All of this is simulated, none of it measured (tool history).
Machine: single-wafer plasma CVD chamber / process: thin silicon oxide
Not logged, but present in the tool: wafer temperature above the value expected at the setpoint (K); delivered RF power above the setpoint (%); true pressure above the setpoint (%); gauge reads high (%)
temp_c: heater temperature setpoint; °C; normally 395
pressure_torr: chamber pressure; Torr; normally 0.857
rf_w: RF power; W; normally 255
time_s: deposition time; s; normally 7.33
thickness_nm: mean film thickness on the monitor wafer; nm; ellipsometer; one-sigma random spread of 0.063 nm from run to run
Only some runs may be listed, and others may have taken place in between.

run	hour	temp_c	pressure_torr	rf_w	time_s	wafers since the last listed run	hours since the last thermocouple change	hours since the last RF generator calibration	hours since the last manometer calibration	hours since the showerhead was replaced	hours since the gauge calibration	read-back reference wafer on the same gauge, thickness_nm	thickness_nm
1	0.0	395	0.857	255	7.33	0	2282.8	2117.5	1835.1	5980.7	1132.1	15.044	13.274
# hour 55.3: capacitance manometer re-zeroed and calibrated
2	69.9	395	0.857	255	7.33	1278	2352.7	2187.4	14.6	6050.6	1202.0	15.051	13.404
3	169.7	395	0.857	245	7.33	2060	2452.5	2287.2	114.4	6150.4	1301.8	15.077	13.240
4	232.8	395	0.857	255	7.33	1302	2515.6	2350.3	177.5	6213.5	1364.9	15.092	13.264
# hour 320.6: thermocouple changed; heater temperature recalibrated
# hour 332.7: RF generator calibrated
5	333.2	395	0.857	230	7.33	1742	12.6	0.5	277.9	6313.9	1465.3	15.120	12.970
6	409.1	395	0.857	230	7.33	1567	88.5	76.4	353.8	6389.8	1541.2	15.133	12.921
7	458.4	395	0.801	255	7.33	1017	137.8	125.7	403.1	6439.1	1590.5	15.146	12.793
8	526.4	395	0.801	255	7.33	1404	205.8	193.7	471.1	6507.1	1658.5	15.157	12.947
9	570.2	395	0.857	270	6.96	904	249.6	237.5	514.9	6550.9	1702.3	15.170	13.072
10	630.8	386	1.032	255	6.73	1251	310.2	298.1	575.5	6611.5	1762.9	15.200	14.259
11	675.7	395	0.857	275	7.33	927	355.1	343.0	620.4	6656.4	1807.8	15.187	13.770
# hour 727.3: gauge calibrated
12	750.8	408	0.857	305	6.55	1550	430.2	418.1	695.5	6731.5	23.5	14.755	12.302
13	829.9	395	1.004	255	6.65	1633	509.3	497.2	774.6	6810.6	102.6	14.779	13.361
14	934.3	395	0.857	255	7.33	2155	613.7	601.6	879.0	6915.0	207.0	14.807	13.107
15	994.4	405	0.857	280	7.33	1240	673.8	661.7	939.1	6975.1	267.1	14.825	13.629
16	1043.1	395	0.742	255	7.33	1005	722.5	710.4	987.8	7023.8	315.8	14.832	11.876
# hour 1089.2: showerhead replaced
17	1092.7	395	0.857	255	7.33	858	772.1	760.0	1037.4	3.5	365.4	14.828	13.187
18	1200.7	395	0.915	215	7.33	2230	880.1	868.0	1145.4	111.5	473.4	14.871	13.051
19	1284.6	395	0.801	255	7.33	1732	964.0	951.9	1229.3	195.4	557.3	14.889	12.760
20	1356.1	395	1.066	280	7.33	1476	1035.5	1023.4	1300.8	266.9	628.8	14.894	15.721
21	1405.3	395	0.857	255	7.33	1015	1084.7	1072.6	1350.0	316.1	678.0	14.912	13.164
22	1443.3	407	0.857	255	7.33	784	1122.7	1110.6	1388.0	354.1	716.0	14.909	13.121
23	1503.3	386	1.054	295	6.41	1238	1182.7	1170.6	1448.0	414.1	776.0	14.924	13.961
24	1600.4	395	0.857	255	7.33	2004	1279.8	1267.7	1545.1	511.2	873.1	14.950	13.425
25	1691.1	390	0.927	280	8.78	1872	1370.5	1358.4	1635.8	601.9	963.8	14.987	17.391
26	1775.5	384	0.657	255	6.34	1742	1454.9	1442.8	1720.2	686.3	1048.2	14.990	9.585
27	1881.6	395	0.713	210	7.33	2190	1561.0	1548.9	1826.3	792.4	1154.3	15.013	10.906
28	1963.4	400	0.857	255	6.54	1689	1642.8	1630.7	1908.1	874.2	1236.1	15.033	11.789

How the hidden state differs across the entries between the runs, from the last listed run before each to the first after it:
In the gap between runs 1 and 2: capacitance manometer re-zeroed and calibrated (hour 55.3)
  gauge reads high (%): 1.68 -> 1.78
  what was measured, less what the result would be without the hidden state, thickness_nm: +0.220 -> +0.234 nm
In the gap between runs 4 and 5: thermocouple changed; heater temperature recalibrated (hour 320.6); RF generator calibrated (hour 332.7)
  gauge reads high (%): 2.02 -> 2.16
  what was measured, less what the result would be without the hidden state, thickness_nm: +0.262 -> +0.275 nm
In the gap between runs 11 and 12: gauge calibrated (hour 727.3)
  gauge reads high (%): 2.66 -> -0.217
  what was measured, less what the result would be without the hidden state, thickness_nm: +0.357 -> -0.026 nm
In the gap between runs 16 and 17: showerhead replaced (hour 1089.2)
  gauge reads high (%): 0.208 -> 0.28
  what was measured, less what the result would be without the hidden state, thickness_nm: +0.025 -> +0.037 nm
